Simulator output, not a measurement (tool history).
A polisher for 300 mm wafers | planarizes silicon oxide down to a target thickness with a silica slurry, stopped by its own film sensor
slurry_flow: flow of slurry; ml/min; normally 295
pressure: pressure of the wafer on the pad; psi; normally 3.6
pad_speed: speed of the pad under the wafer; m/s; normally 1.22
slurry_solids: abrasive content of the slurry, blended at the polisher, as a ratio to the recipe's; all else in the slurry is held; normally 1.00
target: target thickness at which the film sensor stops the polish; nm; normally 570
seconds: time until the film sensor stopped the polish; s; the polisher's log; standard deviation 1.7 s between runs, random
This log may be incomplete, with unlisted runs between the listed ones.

run    hour  slurry_flow  pressure  pad_speed  slurry_solids  target  wafers since the last listed run  wafers polished on this pad  hours since the slurry nozzle was cleaned  hours since the head pressure was calibrated  hours since the slurry blender was calibrated  hours since the conditioning disc was replaced  incoming thickness of the incoming film, nm  seconds
  1     0.0          295       3.6       1.22           1.00     604                                 0                          924                                       95.8                                         569.6                                          152.6                                           363.5                                        888.0    102.0
       52.6  -- worn pad replaced by a new one
  2    54.6          295       3.6       1.22           1.00     604                               238                            9                                      150.4                                         624.2                                          207.2                                           418.1                                        904.4    108.5
  3   107.7          295       3.6       1.34           1.00     570                               250                          259                                      203.5                                         677.3                                          260.3                                           471.2                                        874.4    101.2
      117.0  -- conditioning disc replaced and pad reconditioned
  4   167.6          230       4.4       1.22           1.00     570                               272                          532                                      263.4                                         737.2                                          320.2                                            50.6                                        904.8    103.1
      179.1  -- slurry blender recalibrated
  5   227.1          295       3.6       1.22           1.00     570                               271                          803                                      322.9                                         796.7                                           48.0                                           110.1                                        890.0    113.9
  6   276.5          325       3.6       1.22           1.00     570                               232                         1036                                      372.3                                         846.1                                           97.4                                           159.5                                        873.0    106.6
      301.2  -- worn pad replaced by a new one
  7   348.5          295       3.6       1.22           1.10     570                               320                          222                                      444.3                                         918.1                                          169.4                                           231.5                                        903.9    116.5
  8   383.2          295       3.6       1.22           1.10     570                               163                          386                                      479.0                                         952.8                                          204.1                                           266.2                                        888.9    112.3
  9   416.9          295       3.6       1.22           1.00     570                               158                          545                                      512.7                                         986.5                                          237.8                                           299.9                                        888.4    119.7
      437.7  -- slurry nozzle cleaned
      455.2  -- slurry blender recalibrated
      462.7  -- head pressure recalibrated
 10   463.2          295       3.6       1.22           1.00     570                               194                          739                                       25.5                                           0.5                                            8.0                                           346.2                                        882.4    121.3
 11   494.2          295       3.6       1.22           1.00     570                               146                          886                                       56.5                                          31.5                                           39.0                                           377.2                                        898.2    126.6
 12   541.5          295       3.6       1.22           1.00     570                               222                         1108                                      103.8                                          78.8                                           86.3                                           424.5                                        881.2    120.4
      560.6  -- worn pad replaced by a new one
 13   609.6          295       3.6       1.22           1.30     570                               302                          230                                      171.9                                         146.9                                          154.4                                           492.6                                        892.0    115.8
      640.9  -- slurry nozzle cleaned, repeated, since the last time left the tool worse
 14   657.4          295       4.4       1.22           1.00     510                               220                          451                                       16.5                                         194.7                                          202.2                                           540.4                                        889.1    111.2
      659.6  -- conditioning disc replaced and pad reconditioned
 15   697.9          295       3.6       1.22           1.00     570                               181                          633                                       57.0                                         235.2                                          242.7                                            38.3                                        897.9    114.6
      706.3  -- slurry blender recalibrated
 16   735.7          295       3.6       1.22           1.00     604                               168                          801                                       94.8                                         273.0                                           29.4                                            76.1                                        886.4    101.4
 17   777.7          295       3.6       1.22           1.00     570                               197                          999                                      136.8                                         315.0                                           71.4                                           118.1                                        889.3    116.0
 18   819.2          295       3.6       1.22           1.00     570                               195                         1195                                      178.3                                         356.5                                          112.9                                           159.6                                        884.2    113.7
      828.7  -- worn pad replaced by a new one
 19   887.4          200       3.6       1.22           0.80     570                               302                          276                                      246.5                                         424.7                                          181.1                                           227.8                                        898.5    133.0
 20   940.9          295       2.8       1.22           1.20     570                               252                          528                                      300.0                                         478.2                                          234.6                                           281.3                                        895.7    136.8
 21   966.9          340       4.0       1.22           1.10     528                               122                          651                                      326.0                                         504.2                                          260.6                                           307.3                                        885.6    112.3
      982.7  -- slurry blender recalibrated
 22  1030.2          295       2.9       1.22           1.25     570                               288                          940                                      389.3                                         567.5                                           47.5                                           370.6                                        880.3    127.9
     1091.3  -- worn pad replaced by a new one
 23  1100.2          250       3.6       0.82           1.30     530                               311                           41                                      459.3                                         637.5                                          117.5                                           440.6                                        872.4    158.2
 24  1162.8          295       3.6       1.22           1.00     570                               295                          336                                      521.9                                         700.1                                          180.1                                           503.2                                        903.8    123.3

How would selected steps in seconds from run to run divide? Give the signed amount a tool lacking its hidden state would still show from settings, what came in and random variation, and the signed amount left for the hidden state, including any gauge scatter that is not in both of the compared results.
Unlogged tool condition in this case: removal rate lost through wear of the pad, %; slurry flow missing at the pad, %; deviation of the head's pressure from its setpoint, %; abrasive missing from the slurry, %; time polished since the conditioner stopped cutting, s.
Run 9 -> 10: slurry nozzle cleaned, slurry blender recalibrated, head pressure recalibrated. seconds +1.6 s: hidden state +5.9, all else -4.3.
Run 13 -> 14: pressure 3.6 -> 4.4, slurry_solids 1.30 -> 1.00, target 570 -> 510, slurry nozzle cleaned, repeated, since the last time left the tool worse. seconds -4.6 s: hidden state -12.3, all else +7.7.
Run 22 -> 23: slurry_flow 295 -> 250, pressure 2.9 -> 3.6, pad_speed 1.22 -> 0.82, slurry_solids 1.25 -> 1.30, target 570 -> 530, worn pad replaced by a new one. seconds +30.3 s: hidden state +2.4, all else +27.9.
Run 23 -> 24: slurry_flow 250 -> 295, pad_speed 0.82 -> 1.22, slurry_solids 1.30 -> 1.00, target 530 -> 570. seconds -34.9 s: hidden state -1.2, all else -33.7.

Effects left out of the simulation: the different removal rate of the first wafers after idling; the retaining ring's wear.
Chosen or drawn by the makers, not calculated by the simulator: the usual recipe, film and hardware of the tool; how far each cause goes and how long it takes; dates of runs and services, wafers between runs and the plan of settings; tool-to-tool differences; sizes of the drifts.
